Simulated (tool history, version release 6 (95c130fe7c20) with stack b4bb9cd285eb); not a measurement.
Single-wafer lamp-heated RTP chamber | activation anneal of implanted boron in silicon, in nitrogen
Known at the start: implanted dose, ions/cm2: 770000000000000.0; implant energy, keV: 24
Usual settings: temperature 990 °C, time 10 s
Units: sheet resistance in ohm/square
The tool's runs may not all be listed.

| run | day | temperature | time | read-back reference wafer on the same gauge, sheet resistance | sheet resistance |
|---|---|---|---|---|---|
| 1 | 0.000 | 990 | 10 | 164.88 | 161.12 |
| 2 | 2.338 | 990 | 10 | 165.09 | 160.78 |
| 3 | 3.850 | 998 | 10 | 164.97 | 156.00 |
|  | 5.346 | reflector plate cleaned |
| 4 | 6.750 | 990 | 10 | 164.99 | 159.02 |
|  | 8.888 | pyrometer window cleaned and pyrometer calibrated |
| 5 | 8.971 | 990 | 10 | 165.05 | 157.87 |
| 6 | 10.212 | 990 | 10 | 164.91 | 157.63 |
| 7 | 11.433 | 990 | 10 | 164.97 | 158.93 |
| 8 | 14.433 | 990 | 10 | 164.99 | 157.45 |
|  | 15.517 | pyrometer window cleaned and pyrometer calibrated, repeated, since the last time left the tool worse |
| 9 | 16.683 | 990 | 10 | 165.01 | 160.99 |
| 10 | 19.529 | 990 | 10 | 164.95 | 160.36 |
| 11 | 21.167 | 990 | 8 | 164.99 | 162.27 |
| 12 | 22.200 | 990 | 8 | 165.00 | 162.33 |
| 13 | 24.988 | 977 | 14 | 165.07 | 169.15 |
| 14 | 26.133 | 1019 | 15 | 165.13 | 150.61 |
| 15 | 27.771 | 979 | 5 | 165.08 | 171.88 |
|  | 29.025 | reflector plate cleaned |
| 16 | 29.525 | 990 | 10 | 165.04 | 160.26 |
|  | 30.962 | pyrometer window cleaned and pyrometer calibrated |
| 17 | 32.067 | 967 | 15 | 165.00 | 180.00 |
|  | 33.625 | gauge calibrated |
| 18 | 38.650 | 960 | 5 | 165.01 | 202.19 |
| 19 | 40.646 | 974 | 7 | 164.94 | 176.90 |
| 20 | 42.254 | 970 | 13 | 165.15 | 176.56 |
| 21 | 44.108 | 967 | 15 | 165.05 | 178.99 |
|  | 45.475 | pyrometer window cleaned and pyrometer calibrated |
| 22 | 46.817 | 978 | 6 | 165.05 | 174.24 |
| 23 | 48.471 | 990 | 12 | 164.99 | 160.38 |
|  | 50.012 | reflector plate cleaned |
| 24 | 50.654 | 1019 | 14 | 165.02 | 150.53 |

The same runs without the tool's hidden state, with the same run-to-run variation:
The hidden state here: true wafer temperature minus pyrometer reading, K; wafer temperature error from the tarnished reflector plate, K; gauge reads high (%).
| run | sheet resistance |
|---|---|
| 1 | 161.82 |
| 2 | 161.75 |
| 3 | 156.81 |
| 4 | 160.65 |
| 5 | 161.05 |
| 6 | 160.82 |
| 7 | 162.16 |
| 8 | 160.77 |
| 9 | 161.10 |
| 10 | 160.56 |
| 11 | 162.58 |
| 12 | 162.73 |
| 13 | 170.13 |
| 14 | 150.77 |
| 15 | 173.59 |
| 16 | 161.53 |
| 17 | 180.20 |
| 18 | 203.63 |
| 19 | 178.22 |
| 20 | 178.28 |
| 21 | 181.39 |
| 22 | 174.28 |
| 23 | 160.44 |
| 24 | 150.57 |

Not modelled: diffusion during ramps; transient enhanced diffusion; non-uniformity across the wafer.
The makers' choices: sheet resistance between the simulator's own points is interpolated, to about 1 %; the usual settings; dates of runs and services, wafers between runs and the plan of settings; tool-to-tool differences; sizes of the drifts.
